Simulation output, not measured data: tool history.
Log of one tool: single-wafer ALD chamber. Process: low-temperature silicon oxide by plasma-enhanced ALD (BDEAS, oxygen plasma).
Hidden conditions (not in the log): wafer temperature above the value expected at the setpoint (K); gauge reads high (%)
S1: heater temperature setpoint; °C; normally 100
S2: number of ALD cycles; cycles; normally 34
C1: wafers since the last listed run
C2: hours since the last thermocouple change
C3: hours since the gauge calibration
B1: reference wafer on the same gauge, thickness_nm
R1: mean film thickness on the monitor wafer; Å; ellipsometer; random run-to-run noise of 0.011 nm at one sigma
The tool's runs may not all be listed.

{"run": 1, "hour": 0.0, "S1": 100, "S2": 34, "C1": 0, "C2": 493.3, "C3": 468.5, "B1": 5.087, "R1": 44.54}
{"run": 2, "hour": 62.7, "S1": 100, "S2": 37, "C1": 313, "C2": 556, "C3": 531.2, "B1": 5.095, "R1": 48.4}
{"run": 3, "hour": 130.8, "S1": 100, "S2": 37, "C1": 339, "C2": 624.1, "C3": 599.3, "B1": 5.094, "R1": 48.46}
{"run": 4, "hour": 308.9, "S1": 100, "S2": 37, "C1": 889, "C2": 802.2, "C3": 777.4, "B1": 5.09, "R1": 48.35}
{"run": 5, "hour": 372.0, "S1": 100, "S2": 34, "C1": 315, "C2": 865.3, "C3": 840.5, "B1": 5.091, "R1": 44.4}
{"run": 6, "hour": 440.9, "S1": 100, "S2": 34, "C1": 343, "C2": 934.2, "C3": 909.4, "B1": 5.092, "R1": 44.63}
{"hour": 464.0, "done": "thermocouple changed; heater temperature recalibrated"}
{"run": 7, "hour": 491.6, "S1": 100, "S2": 34, "C1": 213, "C2": 27.6, "C3": 960.1, "B1": 5.089, "R1": 44.95}
{"run": 8, "hour": 561.1, "S1": 100, "S2": 34, "C1": 346, "C2": 97.1, "C3": 1029.6, "B1": 5.091, "R1": 44.77}
{"run": 9, "hour": 623.6, "S1": 100, "S2": 34, "C1": 312, "C2": 159.6, "C3": 1092.1, "B1": 5.093, "R1": 44.62}
{"run": 10, "hour": 672.6, "S1": 109, "S2": 34, "C1": 244, "C2": 208.6, "C3": 1141.1, "B1": 5.089, "R1": 43.91}

Run 11, settings as shown, results not yet in. Your forecast:
{"hour": 708.3, "done": "gauge calibrated"}
{"run": 11, "hour": 718.0, "S1": 87, "S2": 27, "C1": 226, "C2": 254, "C3": 9.7, "B1": "?", "R1": "?"}

Logged for run 11: B1 5.09, R1 37.3 Å.
Had the tool carried no hidden state, the very same run would have given R1 37.64 Å.
